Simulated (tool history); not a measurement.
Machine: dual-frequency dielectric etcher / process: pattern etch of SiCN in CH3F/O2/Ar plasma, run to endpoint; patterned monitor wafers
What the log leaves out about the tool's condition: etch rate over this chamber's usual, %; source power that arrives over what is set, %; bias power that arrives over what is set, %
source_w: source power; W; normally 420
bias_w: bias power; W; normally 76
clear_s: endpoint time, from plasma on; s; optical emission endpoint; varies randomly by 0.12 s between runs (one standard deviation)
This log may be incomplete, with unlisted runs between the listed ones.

| run | hour | source_w | bias_w | wafers since the last listed run | hours since the last wet clean | hours since the last source power generator calibration | hours since the last bias power generator calibration | hours since the last upper electrode change | incoming incoming film thickness, nm | clear_s |
|---|---|---|---|---|---|---|---|---|---|---|
| 1 | 0 | 420 | 76 | 0 | 165.2 | 1979.7 | 528.3 | 4576.9 | 8.41 | 20.3 |
| 2 | 180.1 | 420 | 76 | 1948 | 345.3 | 2159.8 | 708.4 | 4757 | 8.43 | 21.1 |
|  | 206.2 | wet clean of the chamber |
| 3 | 237 | 420 | 76 | 356 | 30.8 | 2216.7 | 765.3 | 4813.9 | 8.41 | 19.9 |
| 4 | 301.6 | 420 | 76 | 699 | 95.4 | 2281.3 | 829.9 | 4878.5 | 8.36 | 20.1 |
| 5 | 348.4 | 420 | 76 | 506 | 142.2 | 2328.1 | 876.7 | 4925.3 | 8.29 | 19.8 |
| 6 | 413.1 | 420 | 76 | 700 | 206.9 | 2392.8 | 941.4 | 4990 | 8.47 | 20.5 |
| 7 | 464.1 | 500 | 70 | 551 | 257.9 | 2443.8 | 992.4 | 5041 | 8.35 | 19.6 |
| 8 | 492.6 | 500 | 70 | 308 | 286.4 | 2472.3 | 1020.9 | 5069.5 | 8.34 | 19.8 |
| 9 | 530.4 | 420 | 76 | 409 | 324.2 | 2510.1 | 1058.7 | 5107.3 | 8.47 | 21 |
|  | 576.8 | wet clean of the chamber |
| 10 | 577.3 | 420 | 76 | 247 | 0.5 | 2557 | 1105.6 | 5154.2 | 8.32 | 19.7 |
| 11 | 611.9 | 420 | 76 | 374 | 35.1 | 2591.6 | 1140.2 | 5188.8 | 8.45 | 20.1 |
| 12 | 651.9 | 420 | 76 | 432 | 75.1 | 2631.6 | 1180.2 | 5228.8 | 8.41 | 20.4 |
| 13 | 721.4 | 420 | 76 | 752 | 144.6 | 2701.1 | 1249.7 | 5298.3 | 8.34 | 20.2 |
| 14 | 803.3 | 380 | 87 | 886 | 226.5 | 2783 | 1331.6 | 5380.2 | 8.29 | 20 |
| 15 | 862.8 | 380 | 87 | 643 | 286 | 2842.5 | 1391.1 | 5439.7 | 8.42 | 20.7 |
| 16 | 913.3 | 380 | 87 | 546 | 336.5 | 2893 | 1441.6 | 5490.2 | 8.47 | 20.8 |
|  | 923.3 | source power generator calibrated |
|  | 994 | wet clean of the chamber |
| 17 | 994.5 | 450 | 76 | 575 | 0.5 | 71.2 | 1522.8 | 5571.4 | 8.44 | 19.9 |
| 18 | 1031.3 | 420 | 69 | 398 | 37.3 | 108 | 1559.6 | 5608.2 | 8.42 | 21.2 |
| 19 | 1070 | 360 | 88 | 418 | 76 | 146.7 | 1598.3 | 5646.9 | 8.46 | 20.3 |
| 20 | 1110.6 | 420 | 76 | 439 | 116.6 | 187.3 | 1638.9 | 5687.5 | 8.4 | 20.4 |
| 21 | 1146.6 | 460 | 70 | 389 | 152.6 | 223.3 | 1674.9 | 5723.5 | 8.34 | 20.5 |
| 22 | 1206.4 | 350 | 88 | 647 | 212.4 | 283.1 | 1734.7 | 5783.3 | 8.4 | 20.9 |
|  | 1211.1 | bias power generator calibrated |
|  | 1233.8 | upper electrode replaced |
| 23 | 1234.8 | 450 | 86 | 18 | 240.8 | 311.5 | 23.7 | 1 | 8.45 | 19.5 |
| 24 | 1262.4 | 330 | 88 | 298 | 268.4 | 339.1 | 51.3 | 28.6 | 8.35 | 21.3 |
| 25 | 1309.8 | 450 | 69 | 512 | 315.8 | 386.5 | 98.7 | 76 | 8.3 | 20.8 |
|  | 1371.2 | wet clean of the chamber |
| 26 | 1371.7 | 480 | 87 | 410 | 0.5 | 448.4 | 160.6 | 137.9 | 8.45 | 18.6 |
| 27 | 1424.4 | 420 | 76 | 570 | 53.2 | 501.1 | 213.3 | 190.6 | 8.35 | 20.2 |
| 28 | 1453.3 | 420 | 91 | 312 | 82.1 | 530 | 242.2 | 219.5 | 8.34 | 19 |
| 29 | 1506.4 | 390 | 76 | 574 | 135.2 | 583.1 | 295.3 | 272.6 | 8.35 | 21.2 |
| 30 | 1553.9 | 380 | 64 | 513 | 182.7 | 630.6 | 342.8 | 320.1 | 8.36 | 22.4 |
|  | 1756.5 | wet clean of the chamber |
| 31 | 1757 | 420 | 64 | 1937 | 0.5 | 833.7 | 545.9 | 523.2 | 8.3 | 21.2 |
| 32 | 1773.9 | 500 | 76 | 182 | 17.4 | 850.6 | 562.8 | 540.1 | 8.39 | 18.9 |
| 33 | 1845 | 420 | 76 | 769 | 88.5 | 921.7 | 633.9 | 611.2 | 8.36 | 20.5 |
| 34 | 1914.4 | 320 | 63 | 750 | 157.9 | 991.1 | 703.3 | 680.6 | 8.38 | 23.7 |
| 35 | 1949.2 | 460 | 67 | 376 | 192.7 | 1025.9 | 738.1 | 715.4 | 8.43 | 20.8 |

Across each entry between runs, compare the hidden state at the last listed run before it with the hidden state at the first listed run after it:
Logged between run 2 and run 3: wet clean of the chamber (hour 206.2)
  etch rate over this chamber's usual, %: -4.83 -> 0.75
  what was measured, less what the result would be without the hidden state, clear_s: +1 -> -0.2 s
Logged between run 9 and run 10: wet clean of the chamber (hour 576.8)
  etch rate over this chamber's usual, %: -3.18 -> 0.312
  what was measured, less what the result would be without the hidden state, clear_s: +0.6 -> -0.1 s
Logged between run 16 and run 17: source power generator calibrated (hour 923.3); wet clean of the chamber (hour 994)
  etch rate over this chamber's usual, %: -4.19 -> -0.396
  what was measured, less what the result would be without the hidden state, clear_s: +0.8 -> +0 s
Logged between run 22 and run 23: bias power generator calibrated (hour 1211.1); upper electrode replaced (hour 1233.8)
  etch rate over this chamber's usual, %: -3.24 -> -3.62
  what was measured, less what the result would be without the hidden state, clear_s: +0.6 -> +0.7 s
Logged between run 25 and run 26: wet clean of the chamber (hour 1371.2)
  etch rate over this chamber's usual, %: -4.62 -> -0.592
  what was measured, less what the result would be without the hidden state, clear_s: +0.9 -> +0.1 s
Logged between run 30 and run 31: wet clean of the chamber (hour 1756.5)
  etch rate over this chamber's usual, %: -3.03 -> -0.394
  what was measured, less what the result would be without the hidden state, clear_s: +0.6 -> +0.1 s

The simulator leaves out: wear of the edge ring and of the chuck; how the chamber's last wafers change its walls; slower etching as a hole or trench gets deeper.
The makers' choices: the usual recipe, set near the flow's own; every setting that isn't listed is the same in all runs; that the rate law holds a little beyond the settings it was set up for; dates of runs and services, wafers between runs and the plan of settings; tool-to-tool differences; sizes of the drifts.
